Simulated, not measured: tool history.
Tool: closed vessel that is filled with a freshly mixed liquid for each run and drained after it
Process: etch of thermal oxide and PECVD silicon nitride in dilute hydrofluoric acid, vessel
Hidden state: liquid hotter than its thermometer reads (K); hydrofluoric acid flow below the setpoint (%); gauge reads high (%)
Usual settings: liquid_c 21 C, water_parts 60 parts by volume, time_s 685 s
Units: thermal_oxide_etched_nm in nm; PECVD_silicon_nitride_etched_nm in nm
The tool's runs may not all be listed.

run,hour,liquid_c,water_parts,time_s,wafers since the last listed run,hours since the thermometer was replaced,hours since the hydrofluoric acid flow meter was replaced,hours since the gauge calibration,"read-back film thickness of the thermal oxide reference wafer, read on the same gauge (nm)","read-back film thickness of the PECVD silicon nitride reference wafer, read on the same gauge (nm)",thermal_oxide_etched_nm,PECVD_silicon_nitride_etched_nm
1,0,21,60,500,0,942.8,1770.3,1017.1,110.03,70,36.16,39.43
2,50,21,85,685,2033,992.8,1820.3,1067.1,110,69.99,33.7,38.21
3,145.1,21,85,685,3867,1087.9,1915.4,1162.2,109.94,70,33.59,38.33
4,190.2,21,85,685,1834,1133,1960.5,1207.3,109.99,70.02,33.52,38.16
5,250.2,21,60,685,2440,1193,2020.5,1267.3,110.01,70.01,48.96,53.91
6,341,21,60,685,3692,1283.8,2111.3,1358.1,109.98,70,49.57,53.77
7,447.8,21,60,685,4343,1390.6,2218.1,1464.9,110.01,69.99,49.13,53.48
# hour 490: thermometer replaced
8,520.2,21,60,685,2903,30.2,2290.5,1537.3,110,70.01,49.46,53.77
# hour 523.5: hydrofluoric acid flow meter replaced
9,589.1,21,60,685,2761,99.1,65.6,1606.2,110.01,70,49.38,53.74
# hour 612: gauge calibrated
10,696.9,21,75,685,4384,206.9,173.4,84.9,109.97,70.04,38.79,43.03
11,738,18.5,85,685,1671,248,214.5,126,109.97,69.99,30.61,31.94
12,832.2,21,60,685,3831,342.2,308.7,220.2,109.95,70.02,49.43,54.35
13,913.7,22.5,60,685,3314,423.7,390.2,301.7,109.95,70.02,52.46,59.17
14,1018.9,21,85,685,4278,528.9,495.4,406.9,110,69.97,33.32,38.12
15,1125.4,24,60,685,4331,635.4,601.9,513.4,110.02,69.99,55.57,65.42
16,1224.3,21,60,685,4022,734.3,700.8,612.3,109.98,70.02,49.74,53.57
17,1317.8,17.5,70,1025,3802,827.8,794.3,705.8,110,69.99,53.61,54.71
18,1388.5,21,60,685,2875,898.5,865,776.5,110.03,69.99,49.06,53.47
19,1447,17,60,310,2379,957,923.5,835,110,69.99,18.88,18.34
20,1534.7,21,80,685,3566,1044.7,1011.2,922.7,110.04,70.01,35.69,40.64
21,1594.9,25.5,45,685,2448,1104.9,1071.4,982.9,109.96,69.97,80.68,96.69

Forecast each of these 5 alternatives for the next run:
A,1595.7,21,60,685,32,1105.7,1072.2,983.7,?,?,?,?
B,1595.7,23,40,385,32,1105.7,1072.2,983.7,?,?,?,?
C,1595.7,19,90,685,32,1105.7,1072.2,983.7,?,?,?,?
D,1595.7,19.5,40,955,32,1105.7,1072.2,983.7,?,?,?,?
E,1595.7,23,30,360,32,1105.7,1072.2,983.7,?,?,?,?

run,"read-back film thickness of the thermal oxide reference wafer, read on the same gauge (nm)","read-back film thickness of the PECVD silicon nitride reference wafer, read on the same gauge (nm)",thermal_oxide_etched_nm,PECVD_silicon_nitride_etched_nm
A,110.04,70,49.09,53.85
B,110.04,70,46.14,51.53
C,110.04,70,29.07,31.6
D,110.04,70,98.69,100.35
E,110.04,70,58.29,63.69
Without the tool's hidden state the same runs would have given:
run,thermal_oxide_etched_nm,PECVD_silicon_nitride_etched_nm
A,49.09,53.85
B,46.14,51.53
C,29.07,31.6
D,98.69,100.35
E,58.29,63.69
